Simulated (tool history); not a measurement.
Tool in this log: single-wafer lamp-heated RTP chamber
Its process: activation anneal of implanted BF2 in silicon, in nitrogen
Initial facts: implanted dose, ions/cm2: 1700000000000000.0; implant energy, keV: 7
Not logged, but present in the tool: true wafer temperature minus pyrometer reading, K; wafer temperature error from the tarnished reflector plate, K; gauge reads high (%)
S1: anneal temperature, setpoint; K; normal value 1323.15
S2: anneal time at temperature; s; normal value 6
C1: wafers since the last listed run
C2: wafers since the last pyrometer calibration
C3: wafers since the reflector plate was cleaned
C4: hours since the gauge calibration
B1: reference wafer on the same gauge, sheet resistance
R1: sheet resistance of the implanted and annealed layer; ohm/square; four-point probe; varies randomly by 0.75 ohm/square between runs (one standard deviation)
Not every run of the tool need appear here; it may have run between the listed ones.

run	day	S1	S2	C1	C2	C3	C4	B1	R1
1	0	1323.15	6	0	4322	4604	344.3	222.87	202.91
2	2.196	1323.15	6	1000	5322	5604	397	223.2	203.61
# day 3.042: reflector plate cleaned
3	4.396	1323.15	9	850	6173	617	449.8	222.73	179.5
# day 5.229: pyrometer window cleaned and pyrometer calibrated
4	7.3	1323.15	9	1171	944	1788	519.5	223.04	179.57
5	9.112	1323.15	6	826	1770	2614	563	223.05	204.42
6	14.754	1323.15	6	2571	4341	5185	698.4	222.92	203.04
# day 17.658: reflector plate cleaned
# day 20.288: gauge calibrated
# day 20.525: pyrometer window cleaned and pyrometer calibrated
7	20.988	1323.15	6	2536	211	1365	16.8	222.96	205.23
8	23.546	1302.15	6	1165	1377	2531	78.2	222.98	252.17

Forecast run 9:
9	24.975	1323.15	6	651	2028	3182	112.5	?	?

{"run 9": {"B1": 222.89, "R1": 202}}
Minus the tool's unlogged condition, the same run would have read R1 202 ohm/square.
